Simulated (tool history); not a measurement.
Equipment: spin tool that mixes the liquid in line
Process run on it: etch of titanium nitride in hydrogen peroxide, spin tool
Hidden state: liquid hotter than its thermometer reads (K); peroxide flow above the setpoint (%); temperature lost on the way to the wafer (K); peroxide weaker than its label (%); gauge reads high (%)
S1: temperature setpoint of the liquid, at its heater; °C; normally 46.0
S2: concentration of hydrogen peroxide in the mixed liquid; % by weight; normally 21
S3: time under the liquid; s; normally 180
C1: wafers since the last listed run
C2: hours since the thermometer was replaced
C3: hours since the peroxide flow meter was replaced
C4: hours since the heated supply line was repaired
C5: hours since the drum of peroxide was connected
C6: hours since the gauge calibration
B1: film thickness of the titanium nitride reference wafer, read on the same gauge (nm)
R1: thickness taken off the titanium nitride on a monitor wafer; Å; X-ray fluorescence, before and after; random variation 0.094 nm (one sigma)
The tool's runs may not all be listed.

run     day    S1  S2   S3   C1      C2      C3      C4     C5     C6      B1     R1
  1   0.000  46.0  21  180    0  1699.4  1167.7  1710.7  336.7   93.5  149.98  149.7
  2   0.467  46.0  19  180   66  1710.6  1178.9  1721.9  347.9  104.7  149.98  145.7
  3   1.000  46.0  19  180   75  1723.4  1191.7  1734.7  360.7  117.5  149.99  145.3
  4   1.354  46.0  21  180   50  1731.9  1200.2  1743.2  369.2  126.0  150.00  149.4
  5   2.079  46.0  21  180  103  1749.3  1217.6  1760.6  386.6  143.4  149.99  149.2
  6   2.542  46.0  21  180   65  1760.4  1228.7  1771.7  397.7  154.5  150.01  150.8
  7   2.875  46.0  21  180   47  1768.4  1236.7  1779.7  405.7  162.5  150.00  150.3
      3.246  -- new drum of peroxide connected
  8   3.396  46.0  21  180   68  1780.9  1249.2  1792.2    3.6  175.0  149.99  150.9
  9   3.979  46.0  21  180   82  1794.9  1263.2  1806.2   17.6  189.0  149.99  149.7
 10   4.683  46.0  21  180  100  1811.8  1280.1  1823.1   34.5  205.9  149.99  151.3
 11   5.396  55.0  21  180  101  1828.9  1297.2  1840.2   51.6  223.0  150.00  289.7
      5.804  -- heated supply line repaired
      5.821  -- peroxide flow meter replaced
 12   6.817  42.5  18  145  193  1863.0    23.9    24.3   85.7  257.1  150.02   92.1
 13   7.350  55.0  26  275   75  1875.8    36.7    37.1   98.5  269.9  149.99  454.6
      7.354  -- gauge calibrated
 14   7.704  46.0  21  180   50  1884.3    45.2    45.6  107.0    8.4  149.99  153.4
 15   7.983  46.0  21  180   39  1891.0    51.9    52.3  113.7   15.1  149.99  150.9
      8.346  -- thermometer replaced
 16   8.425  46.0  21  180   56     1.9    62.5    62.9  124.3   25.7  150.02  128.4
 17   8.975  46.0  21  180   78    15.1    75.7    76.1  137.5   38.9  150.01  128.2
 18   9.571  38.0  21  115   84    29.4    90.0    90.4  151.8   53.2  150.03   45.2
 19   9.833  46.0  21  100   37    35.7    96.3    96.7  158.1   59.5  150.02   70.8
 20  10.408  53.0  21  115   81    49.5   110.1   110.5  171.9   73.3  150.02  136.5
 21  10.712  52.5  18  180   43    56.8   117.4   117.8  179.2   80.6  150.00  197.2
 22  11.121  46.0  21  285   58    66.6   127.2   127.6  189.0   90.4  150.00  204.2
 23  11.421  46.0  21  235   42    73.8   134.4   134.8  196.2   97.6  149.99  167.8
 24  11.958  43.5  25  180   76    86.7   147.3   147.7  209.1  110.5  149.99  110.4
 25  12.242  46.0  21  180   40    93.5   154.1   154.5  215.9  117.3  150.00  128.3

Each row is a separate what-if for the run after 25, all from the same tool condition, not one after another. Results?
  A  12.262  46.0  21  180   2  94.0  154.6  155.0  216.4  117.8   ?   ?
  B  12.262  54.5  21  240   2  94.0  154.6  155.0  216.4  117.8   ?   ?
  C  12.262  46.0  25  215   2  94.0  154.6  155.0  216.4  117.8   ?   ?
  D  12.262  50.5  21  120   2  94.0  154.6  155.0  216.4  117.8   ?   ?

run      B1     R1
  A  150.00  128.3
  B  150.00  315.3
  C  150.00  159.1
  D  150.00  118.7
Take away the tool's hidden state, keep each run's random variation, and the runs would have read:
run     R1
  A  124.8
  B  307.2
  C  154.8
  D  115.6
